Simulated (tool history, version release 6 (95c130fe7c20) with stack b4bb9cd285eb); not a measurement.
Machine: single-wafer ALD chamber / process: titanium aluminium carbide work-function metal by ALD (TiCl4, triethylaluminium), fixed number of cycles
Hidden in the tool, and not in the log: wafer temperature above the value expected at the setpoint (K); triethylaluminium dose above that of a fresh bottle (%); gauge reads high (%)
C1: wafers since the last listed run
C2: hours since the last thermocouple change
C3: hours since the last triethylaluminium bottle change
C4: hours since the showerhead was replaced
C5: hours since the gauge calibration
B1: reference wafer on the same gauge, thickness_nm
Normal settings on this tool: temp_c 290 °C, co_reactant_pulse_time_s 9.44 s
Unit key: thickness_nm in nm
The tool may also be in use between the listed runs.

{"run": 1, "hour": 0.0, "temp_c": 285, "co_reactant_pulse_time_s": 7.75, "C1": 0, "C2": 800.2, "C3": 859.8, "C4": 4319.5, "C5": 158.5, "B1": 1.6, "thickness_nm": 1.766}
{"run": 2, "hour": 69.4, "temp_c": 285, "co_reactant_pulse_time_s": 7.75, "C1": 491, "C2": 869.6, "C3": 929.2, "C4": 4388.9, "C5": 227.9, "B1": 1.6, "thickness_nm": 1.767}
{"run": 3, "hour": 107.9, "temp_c": 290, "co_reactant_pulse_time_s": 9.44, "C1": 272, "C2": 908.1, "C3": 967.7, "C4": 4427.4, "C5": 266.4, "B1": 1.599, "thickness_nm": 1.882}
{"run": 4, "hour": 152.3, "temp_c": 290, "co_reactant_pulse_time_s": 9.44, "C1": 314, "C2": 952.5, "C3": 1012.1, "C4": 4471.8, "C5": 310.8, "B1": 1.6, "thickness_nm": 1.883}
{"run": 5, "hour": 214.9, "temp_c": 290, "co_reactant_pulse_time_s": 9.44, "C1": 443, "C2": 1015.1, "C3": 1074.7, "C4": 4534.4, "C5": 373.4, "B1": 1.599, "thickness_nm": 1.885}
{"run": 6, "hour": 261.6, "temp_c": 290, "co_reactant_pulse_time_s": 9.44, "C1": 331, "C2": 1061.8, "C3": 1121.4, "C4": 4581.1, "C5": 420.1, "B1": 1.6, "thickness_nm": 1.88}
{"run": 7, "hour": 314.8, "temp_c": 290, "co_reactant_pulse_time_s": 9.44, "C1": 377, "C2": 1115.0, "C3": 1174.6, "C4": 4634.3, "C5": 473.3, "B1": 1.6, "thickness_nm": 1.876}
{"run": 8, "hour": 354.1, "temp_c": 290, "co_reactant_pulse_time_s": 9.44, "C1": 278, "C2": 1154.3, "C3": 1213.9, "C4": 4673.6, "C5": 512.6, "B1": 1.6, "thickness_nm": 1.885}
{"run": 9, "hour": 393.6, "temp_c": 290, "co_reactant_pulse_time_s": 10.88, "C1": 280, "C2": 1193.8, "C3": 1253.4, "C4": 4713.1, "C5": 552.1, "B1": 1.6, "thickness_nm": 1.929}
{"run": 10, "hour": 464.7, "temp_c": 290, "co_reactant_pulse_time_s": 10.88, "C1": 504, "C2": 1264.9, "C3": 1324.5, "C4": 4784.2, "C5": 623.2, "B1": 1.6, "thickness_nm": 1.92}
{"hour": 486.2, "done": "triethylaluminium bottle replaced"}
{"run": 11, "hour": 517.5, "temp_c": 300, "co_reactant_pulse_time_s": 9.44, "C1": 317, "C2": 1317.7, "C3": 31.3, "C4": 4837.0, "C5": 676.0, "B1": 1.6, "thickness_nm": 1.999}
{"run": 12, "hour": 548.3, "temp_c": 296, "co_reactant_pulse_time_s": 11.13, "C1": 218, "C2": 1348.5, "C3": 62.1, "C4": 4867.8, "C5": 706.8, "B1": 1.6, "thickness_nm": 2.017}
{"run": 13, "hour": 602.5, "temp_c": 296, "co_reactant_pulse_time_s": 11.13, "C1": 384, "C2": 1402.7, "C3": 116.3, "C4": 4922.0, "C5": 761.0, "B1": 1.601, "thickness_nm": 2.011}
{"run": 14, "hour": 655.1, "temp_c": 296, "co_reactant_pulse_time_s": 11.13, "C1": 372, "C2": 1455.3, "C3": 168.9, "C4": 4974.6, "C5": 813.6, "B1": 1.599, "thickness_nm": 2.003}
{"run": 15, "hour": 718.9, "temp_c": 290, "co_reactant_pulse_time_s": 9.44, "C1": 452, "C2": 1519.1, "C3": 232.7, "C4": 5038.4, "C5": 877.4, "B1": 1.599, "thickness_nm": 1.915}
{"run": 16, "hour": 785.9, "temp_c": 277, "co_reactant_pulse_time_s": 11.8, "C1": 474, "C2": 1586.1, "C3": 299.7, "C4": 5105.4, "C5": 944.4, "B1": 1.6, "thickness_nm": 1.863}
{"run": 17, "hour": 851.4, "temp_c": 283, "co_reactant_pulse_time_s": 5.78, "C1": 464, "C2": 1651.6, "C3": 365.2, "C4": 5170.9, "C5": 1009.9, "B1": 1.599, "thickness_nm": 1.631}
{"run": 18, "hour": 886.5, "temp_c": 290, "co_reactant_pulse_time_s": 8.41, "C1": 248, "C2": 1686.7, "C3": 400.3, "C4": 5206.0, "C5": 1045.0, "B1": 1.6, "thickness_nm": 1.855}
{"run": 19, "hour": 933.9, "temp_c": 285, "co_reactant_pulse_time_s": 9.44, "C1": 336, "C2": 1734.1, "C3": 447.7, "C4": 5253.4, "C5": 1092.4, "B1": 1.601, "thickness_nm": 1.862}
{"run": 20, "hour": 963.2, "temp_c": 290, "co_reactant_pulse_time_s": 9.44, "C1": 207, "C2": 1763.4, "C3": 477.0, "C4": 5282.7, "C5": 1121.7, "B1": 1.6, "thickness_nm": 1.899}
{"run": 21, "hour": 1033.5, "temp_c": 303, "co_reactant_pulse_time_s": 8.11, "C1": 498, "C2": 1833.7, "C3": 547.3, "C4": 5353.0, "C5": 1192.0, "B1": 1.6, "thickness_nm": 1.929}
{"hour": 1078.8, "done": "showerhead replaced"}
{"run": 22, "hour": 1079.3, "temp_c": 285, "co_reactant_pulse_time_s": 7.75, "C1": 267, "C2": 1879.5, "C3": 593.1, "C4": 0.5, "C5": 1237.8, "B1": 1.599, "thickness_nm": 1.766}
{"hour": 1093.7, "done": "gauge calibrated"}
{"run": 23, "hour": 1133.8, "temp_c": 290, "co_reactant_pulse_time_s": 9.44, "C1": 386, "C2": 1934.0, "C3": 647.6, "C4": 55.0, "C5": 40.1, "B1": 1.6, "thickness_nm": 1.888}
{"run": 24, "hour": 1166.5, "temp_c": 305, "co_reactant_pulse_time_s": 6.28, "C1": 231, "C2": 1966.7, "C3": 680.3, "C4": 87.7, "C5": 72.8, "B1": 1.601, "thickness_nm": 1.798}
{"hour": 1181.2, "done": "thermocouple changed; heater temperature recalibrated"}
{"run": 25, "hour": 1192.5, "temp_c": 302, "co_reactant_pulse_time_s": 5.82, "C1": 127, "C2": 11.3, "C3": 706.3, "C4": 113.7, "C5": 98.8, "B1": 1.599, "thickness_nm": 1.721}
{"run": 26, "hour": 1225.8, "temp_c": 300, "co_reactant_pulse_time_s": 9.44, "C1": 236, "C2": 44.6, "C3": 739.6, "C4": 147.0, "C5": 132.1, "B1": 1.6, "thickness_nm": 1.954}
{"run": 27, "hour": 1308.9, "temp_c": 290, "co_reactant_pulse_time_s": 9.44, "C1": 589, "C2": 127.7, "C3": 822.7, "C4": 230.1, "C5": 215.2, "B1": 1.599, "thickness_nm": 1.869}
{"run": 28, "hour": 1509.2, "temp_c": 294, "co_reactant_pulse_time_s": 8.5, "C1": 1419, "C2": 328.0, "C3": 1023.0, "C4": 430.4, "C5": 415.5, "B1": 1.6, "thickness_nm": 1.848}
{"run": 29, "hour": 1540.8, "temp_c": 296, "co_reactant_pulse_time_s": 9.44, "C1": 224, "C2": 359.6, "C3": 1054.6, "C4": 462.0, "C5": 447.1, "B1": 1.6, "thickness_nm": 1.908}
{"run": 30, "hour": 1575.7, "temp_c": 290, "co_reactant_pulse_time_s": 13.1, "C1": 247, "C2": 394.5, "C3": 1089.5, "C4": 496.9, "C5": 482.0, "B1": 1.6, "thickness_nm": 1.956}

Selected run-to-run steps in thickness_nm, each split into two signed amounts: the part the tool would show with no hidden state at all (from settings, incoming material and random variation), and the remainder, which goes to the hidden state together with any gauge scatter not common to the measured and the hidden-state-free results:
Run 16 -> 17: temp_c 277 -> 283, co_reactant_pulse_time_s 11.80 -> 5.78. thickness_nm -0.232 nm: hidden state -0.059, all else -0.173.
Run 17 -> 18: temp_c 283 -> 290, co_reactant_pulse_time_s 5.78 -> 8.41. thickness_nm +0.224 nm: hidden state +0.026, all else +0.198.
Run 23 -> 24: temp_c 290 -> 305, co_reactant_pulse_time_s 9.44 -> 6.28. thickness_nm -0.090 nm: hidden state -0.053, all else -0.037.
Run 25 -> 26: temp_c 302 -> 300, co_reactant_pulse_time_s 5.82 -> 9.44. thickness_nm +0.233 nm: hidden state +0.056, all else +0.177.
